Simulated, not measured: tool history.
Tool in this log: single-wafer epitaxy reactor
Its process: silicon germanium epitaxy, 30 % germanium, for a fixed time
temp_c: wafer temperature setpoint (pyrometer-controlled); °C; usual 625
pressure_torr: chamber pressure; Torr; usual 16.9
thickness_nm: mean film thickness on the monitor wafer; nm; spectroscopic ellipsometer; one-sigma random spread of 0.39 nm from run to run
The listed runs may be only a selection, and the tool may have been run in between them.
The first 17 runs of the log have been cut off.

run,day,temp_c,pressure_torr,wafers since the last listed run,hours since the last pyrometer calibration,hours since the last manometer calibration,hours since the showerhead was replaced,hours since the gauge calibration,"read-back reference wafer on the same gauge, thickness_nm",thickness_nm
18,68.317,633,20.8,712,1075.6,941,263.5,3525.2,94.411,97.722
# day 70.425: gauge calibrated
19,71.379,630,16.9,935,1149.1,1014.5,337,22.9,94.544,87.209
20,74.267,617,19.5,881,1218.4,1083.8,406.3,92.2,94.477,74.409
21,76.817,616,15,778,1279.6,1145,467.5,153.4,94.482,67.818
22,81.296,625,16.9,1368,1387.1,1252.5,575,260.9,94.525,80.234
23,84.7,625,13.8,1039,1468.8,1334.2,656.7,342.6,94.55,75.646
24,87.154,625,16.9,749,1527.7,1393.1,715.6,401.5,94.461,80.246
25,90.283,616,19.3,955,1602.8,1468.2,790.7,476.6,94.612,73.199
# day 98.367: pyrometer calibrated
26,98.512,616,20.4,2411,3.5,1665.7,988.2,674.1,94.541,78.098
27,101.154,634,15.3,806,66.9,1729.1,1051.6,737.5,94.425,93.215
28,103.208,625,21,627,116.2,1778.4,1100.9,786.8,94.471,89.474
29,105.304,619,13.4,640,166.5,1828.7,1151.2,837.1,94.499,70.734
30,107.708,625,16.9,734,224.2,1886.4,1208.9,894.8,94.515,83.273
31,109.912,625,16.9,673,277.1,1939.3,1261.8,947.7,94.486,83.014
32,112.358,615,20.7,746,335.8,1998,1320.5,1006.4,94.423,75.471
33,115.412,611,18.5,932,409.1,2071.3,1393.8,1079.7,94.657,68.672
# day 118.05: capacitance manometer re-zeroed and calibrated
34,118.071,625,16.9,710,472.9,0.5,1457.6,1143.5,94.425,80.39

Here are 5 independent what-if runs from the current tool condition. What would each one return?
A,118.088,625,16.9,5,473.3,0.9,1458,1143.9,?,?
B,118.088,634,16.9,5,473.3,0.9,1458,1143.9,?,?
C,118.088,638,14,5,473.3,0.9,1458,1143.9,?,?
D,118.088,634,14.3,5,473.3,0.9,1458,1143.9,?,?
E,118.088,633,14.2,5,473.3,0.9,1458,1143.9,?,?

run,"read-back reference wafer on the same gauge, thickness_nm",thickness_nm
A,94.444,79.499
B,94.444,91.094
C,94.444,91.433
D,94.444,86.664
E,94.444,85.198
Without the tool's unlogged condition, the same runs would have read:
run,thickness_nm
A,82.398
B,94.358
C,94.684
D,89.769
E,88.257

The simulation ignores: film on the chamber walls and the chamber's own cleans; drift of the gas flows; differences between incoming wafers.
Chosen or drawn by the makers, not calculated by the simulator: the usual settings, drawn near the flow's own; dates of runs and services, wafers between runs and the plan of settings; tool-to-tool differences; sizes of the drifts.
